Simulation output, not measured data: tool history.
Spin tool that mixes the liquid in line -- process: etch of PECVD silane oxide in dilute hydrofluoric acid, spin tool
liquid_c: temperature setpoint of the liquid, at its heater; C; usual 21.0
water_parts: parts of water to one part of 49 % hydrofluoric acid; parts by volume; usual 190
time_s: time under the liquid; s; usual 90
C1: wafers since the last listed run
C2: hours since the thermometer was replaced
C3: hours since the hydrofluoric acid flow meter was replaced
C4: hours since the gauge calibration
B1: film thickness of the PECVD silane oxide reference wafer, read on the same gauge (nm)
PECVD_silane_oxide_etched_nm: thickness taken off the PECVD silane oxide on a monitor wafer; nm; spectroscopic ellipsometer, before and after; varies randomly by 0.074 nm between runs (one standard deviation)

{"run": 1, "hour": 0.0, "liquid_c": 21.0, "water_parts": 190, "time_s": 90, "C1": 0, "C2": 503.0, "C3": 325.6, "C4": 1145.9, "B1": 69.97, "PECVD_silane_oxide_etched_nm": 14.31}
{"run": 2, "hour": 50.4, "liquid_c": 21.0, "water_parts": 190, "time_s": 90, "C1": 603, "C2": 553.4, "C3": 376.0, "C4": 1196.3, "B1": 70.02, "PECVD_silane_oxide_etched_nm": 14.16}
{"run": 3, "hour": 153.3, "liquid_c": 21.0, "water_parts": 190, "time_s": 90, "C1": 1231, "C2": 656.3, "C3": 478.9, "C4": 1299.2, "B1": 70.01, "PECVD_silane_oxide_etched_nm": 14.16}
{"hour": 193.9, "done": "thermometer replaced"}
{"run": 4, "hour": 258.4, "liquid_c": 21.0, "water_parts": 170, "time_s": 90, "C1": 1245, "C2": 64.5, "C3": 584.0, "C4": 1404.3, "B1": 70.03, "PECVD_silane_oxide_etched_nm": 16.62}
{"run": 5, "hour": 312.4, "liquid_c": 21.0, "water_parts": 170, "time_s": 90, "C1": 646, "C2": 118.5, "C3": 638.0, "C4": 1458.3, "B1": 70.01, "PECVD_silane_oxide_etched_nm": 16.76}
{"run": 6, "hour": 375.4, "liquid_c": 21.0, "water_parts": 170, "time_s": 90, "C1": 753, "C2": 181.5, "C3": 701.0, "C4": 1521.3, "B1": 70.01, "PECVD_silane_oxide_etched_nm": 16.6}
{"run": 7, "hour": 464.3, "liquid_c": 21.0, "water_parts": 190, "time_s": 90, "C1": 1063, "C2": 270.4, "C3": 789.9, "C4": 1610.2, "B1": 69.99, "PECVD_silane_oxide_etched_nm": 14.49}
{"run": 8, "hour": 625.1, "liquid_c": 21.0, "water_parts": 190, "time_s": 90, "C1": 1924, "C2": 431.2, "C3": 950.7, "C4": 1771.0, "B1": 69.99, "PECVD_silane_oxide_etched_nm": 14.44}
{"hour": 626.2, "done": "hydrofluoric acid flow meter replaced"}
{"run": 9, "hour": 723.2, "liquid_c": 21.0, "water_parts": 190, "time_s": 90, "C1": 1162, "C2": 529.3, "C3": 97.0, "C4": 1869.1, "B1": 70.01, "PECVD_silane_oxide_etched_nm": 14.24}
{"run": 10, "hour": 797.0, "liquid_c": 21.0, "water_parts": 190, "time_s": 70, "C1": 883, "C2": 603.1, "C3": 170.8, "C4": 1942.9, "B1": 70.02, "PECVD_silane_oxide_etched_nm": 11.1}
{"hour": 851.0, "done": "thermometer replaced"}
{"run": 11, "hour": 902.0, "liquid_c": 21.0, "water_parts": 165, "time_s": 90, "C1": 1244, "C2": 51.0, "C3": 275.8, "C4": 2047.9, "B1": 70.02, "PECVD_silane_oxide_etched_nm": 17.36}
{"run": 12, "hour": 950.1, "liquid_c": 23.0, "water_parts": 190, "time_s": 50, "C1": 575, "C2": 99.1, "C3": 323.9, "C4": 2096.0, "B1": 70.0, "PECVD_silane_oxide_etched_nm": 8.71}
{"run": 13, "hour": 1015.9, "liquid_c": 23.0, "water_parts": 190, "time_s": 50, "C1": 787, "C2": 164.9, "C3": 389.7, "C4": 2161.8, "B1": 70.02, "PECVD_silane_oxide_etched_nm": 8.64}
{"run": 14, "hour": 1112.4, "liquid_c": 18.5, "water_parts": 155, "time_s": 130, "C1": 1154, "C2": 261.4, "C3": 486.2, "C4": 2258.3, "B1": 70.0, "PECVD_silane_oxide_etched_nm": 23.92}
{"run": 15, "hour": 1219.9, "liquid_c": 21.0, "water_parts": 190, "time_s": 90, "C1": 1286, "C2": 368.9, "C3": 593.7, "C4": 2365.8, "B1": 69.98, "PECVD_silane_oxide_etched_nm": 14.42}
{"hour": 1261.7, "done": "gauge calibrated"}
{"run": 16, "hour": 1323.1, "liquid_c": 21.0, "water_parts": 190, "time_s": 60, "C1": 1235, "C2": 472.1, "C3": 696.9, "C4": 61.4, "B1": 69.98, "PECVD_silane_oxide_etched_nm": 9.53}
{"run": 17, "hour": 1391.6, "liquid_c": 25.0, "water_parts": 190, "time_s": 110, "C1": 819, "C2": 540.6, "C3": 765.4, "C4": 129.9, "B1": 70.0, "PECVD_silane_oxide_etched_nm": 20.44}
{"run": 18, "hour": 1460.4, "liquid_c": 21.0, "water_parts": 130, "time_s": 90, "C1": 823, "C2": 609.4, "C3": 834.2, "C4": 198.7, "B1": 70.0, "PECVD_silane_oxide_etched_nm": 22.05}
{"hour": 1515.6, "done": "hydrofluoric acid flow meter replaced"}
{"run": 19, "hour": 1552.1, "liquid_c": 21.0, "water_parts": 190, "time_s": 90, "C1": 1085, "C2": 701.1, "C3": 36.5, "C4": 290.4, "B1": 70.02, "PECVD_silane_oxide_etched_nm": 14.02}
{"run": 20, "hour": 1590.6, "liquid_c": 21.0, "water_parts": 190, "time_s": 90, "C1": 460, "C2": 739.6, "C3": 75.0, "C4": 328.9, "B1": 70.0, "PECVD_silane_oxide_etched_nm": 14.19}
{"hour": 1649.9, "done": "thermometer replaced"}
{"run": 21, "hour": 1663.6, "liquid_c": 25.0, "water_parts": 190, "time_s": 135, "C1": 861, "C2": 13.7, "C3": 148.0, "C4": 401.9, "B1": 70.0, "PECVD_silane_oxide_etched_nm": 25.49}
{"run": 22, "hour": 1767.0, "liquid_c": 25.0, "water_parts": 165, "time_s": 125, "C1": 1237, "C2": 117.1, "C3": 251.4, "C4": 505.3, "B1": 70.0, "PECVD_silane_oxide_etched_nm": 27.58}
{"run": 23, "hour": 1859.0, "liquid_c": 17.0, "water_parts": 100, "time_s": 70, "C1": 1101, "C2": 209.1, "C3": 343.4, "C4": 597.3, "B1": 70.0, "PECVD_silane_oxide_etched_nm": 20.23}
{"run": 24, "hour": 1935.4, "liquid_c": 25.0, "water_parts": 165, "time_s": 125, "C1": 914, "C2": 285.5, "C3": 419.8, "C4": 673.7, "B1": 69.98, "PECVD_silane_oxide_etched_nm": 27.75}
{"run": 25, "hour": 2002.7, "liquid_c": 21.0, "water_parts": 240, "time_s": 90, "C1": 805, "C2": 352.8, "C3": 487.1, "C4": 741.0, "B1": 70.0, "PECVD_silane_oxide_etched_nm": 10.89}
{"run": 26, "hour": 2106.2, "liquid_c": 21.0, "water_parts": 225, "time_s": 90, "C1": 1238, "C2": 456.3, "C3": 590.6, "C4": 844.5, "B1": 70.01, "PECVD_silane_oxide_etched_nm": 11.74}
{"run": 27, "hour": 2168.9, "liquid_c": 25.5, "water_parts": 275, "time_s": 75, "C1": 750, "C2": 519.0, "C3": 653.3, "C4": 907.2, "B1": 69.97, "PECVD_silane_oxide_etched_nm": 8.95}

Hidden condition of the tool, last listed run before each entry between runs versus first listed run after:
Runs 3 to 4: thermometer replaced (hour 193.9)
  liquid colder than its thermometer reads (K): 1.03 -> 0.143
  measured result minus the result with no hidden state, PECVD_silane_oxide_etched_nm: -0.58 -> -0.09 nm
Runs 8 to 9: hydrofluoric acid flow meter replaced (hour 626.2)
  liquid colder than its thermometer reads (K): 0.657 -> 0.795
  measured result minus the result with no hidden state, PECVD_silane_oxide_etched_nm: -0.37 -> -0.44 nm
Runs 10 to 11: thermometer replaced (hour 851.0)
  liquid colder than its thermometer reads (K): 0.898 -> 0.135
  measured result minus the result with no hidden state, PECVD_silane_oxide_etched_nm: -0.40 -> -0.09 nm
Runs 15 to 16: gauge calibrated (hour 1261.7)
  liquid colder than its thermometer reads (K): 0.581 -> 0.726
  measured result minus the result with no hidden state, PECVD_silane_oxide_etched_nm: -0.33 -> -0.27 nm
Runs 18 to 19: hydrofluoric acid flow meter replaced (hour 1515.6)
  liquid colder than its thermometer reads (K): 0.918 -> 1.05
  measured result minus the result with no hidden state, PECVD_silane_oxide_etched_nm: -0.83 -> -0.59 nm
Runs 20 to 21: thermometer replaced (hour 1649.9)
  liquid colder than its thermometer reads (K): 1.1 -> 0.0568
  measured result minus the result with no hidden state, PECVD_silane_oxide_etched_nm: -0.62 -> -0.06 nm
